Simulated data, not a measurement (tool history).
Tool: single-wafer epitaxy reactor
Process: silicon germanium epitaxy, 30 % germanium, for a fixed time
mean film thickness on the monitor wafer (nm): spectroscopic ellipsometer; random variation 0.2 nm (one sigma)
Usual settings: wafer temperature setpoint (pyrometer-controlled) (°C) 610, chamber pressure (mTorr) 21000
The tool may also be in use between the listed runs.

run     day  wafer temperature setpoint (pyrometer-controlled) (°C)  chamber pressure (mTorr)  wafers since the last listed run  hours since the last pyrometer calibration  hours since the last manometer calibration  hours since the showerhead was replaced  hours since the gauge calibration  read-back reference wafer on the same gauge, thickness_nm  mean film thickness on the monitor wafer (nm)
  1       0                                                     616                     21000                                 0                                      1703.9                                         850                                   2092.8                              453.8                                                     80.318                                         91.829
  2   3.521                                                     616                     21000                              1131                                      1788.4                                       934.5                                   2177.3                              538.3                                                     80.366                                          92.12
  3   6.433                                                     610                     21000                               936                                      1858.3                                      1004.4                                   2247.2                              608.2                                                     80.295                                         81.482
  4   9.038                                                     610                     21000                               836                                      1920.8                                      1066.9                                   2309.7                              670.7                                                      80.29                                          81.65
  5  19.858                                                     610                     21000                              3477                                      2180.5                                      1326.6                                   2569.4                              930.4                                                     80.376                                         81.795
     21.154  -- capacitance manometer re-zeroed and calibrated
  6  23.712                                                     610                     21000                              1131                                        2273                                        61.4                                   2661.9                             1022.9                                                     80.237                                          79.62
  7  27.138                                                     610                     21000                              1100                                      2355.2                                       143.6                                   2744.1                             1105.1                                                     80.277                                          79.73
  8  31.171                                                     610                     21000                              1296                                        2452                                       240.4                                   2840.9                             1201.9                                                     80.258                                         79.844
  9  35.029                                                     604                     21000                              1240                                      2544.6                                         333                                   2933.5                             1294.5                                                     80.357                                         70.632
 10  37.258                                                     604                     21000                               716                                      2598.1                                       386.5                                     2987                               1348                                                     80.288                                         70.579
 11  41.317                                                     610                     21000                              1304                                      2695.5                                       483.9                                   3084.4                             1445.4                                                     80.331                                         79.933
     43.117  -- pyrometer calibrated
 12  44.404                                                     610                     21000                               885                                        30.9                                         558                                   3158.5                             1519.5                                                     80.351                                         79.988
 13  47.892                                                     623                     26200                              1120                                       114.6                                       641.7                                   3242.2                             1603.2                                                     80.304                                        114.059
 14  50.238                                                     610                     21000                               753                                       170.9                                         698                                   3298.5                             1659.5                                                     80.281                                         80.595
 15  52.121                                                     602                     18900                               605                                       216.1                                       743.2                                   3343.7                             1704.7                                                     80.291                                         65.308
       54.6  -- showerhead replaced
 16  56.288                                                     621                     19300                              1232                                       316.1                                       843.2                                     40.5                             1804.7                                                     80.265                                         97.184
 17  58.104                                                     610                     21000                               583                                       359.7                                       886.8                                     84.1                             1848.3                                                     80.304                                         81.016
 18   61.45                                                     605                     21000                              1075                                         440                                       967.1                                    164.4                             1928.6                                                      80.28                                         72.797
 19  63.746                                                     596                     19000                               737                                       495.1                                      1022.2                                    219.5                             1983.7                                                      80.27                                         58.156

Run 20 comes next. What will it give?
 20  66.271                                                     606                     17800                               811                                       555.7                                      1082.8                                    280.1                             2044.3                                                          ?                                              ?

Run 20 gave read-back reference wafer on the same gauge, thickness_nm 80.287, mean film thickness on the monitor wafer (nm) 69.3.
Without the tool's hidden state the same run would have given mean film thickness on the monitor wafer (nm) 68.13.

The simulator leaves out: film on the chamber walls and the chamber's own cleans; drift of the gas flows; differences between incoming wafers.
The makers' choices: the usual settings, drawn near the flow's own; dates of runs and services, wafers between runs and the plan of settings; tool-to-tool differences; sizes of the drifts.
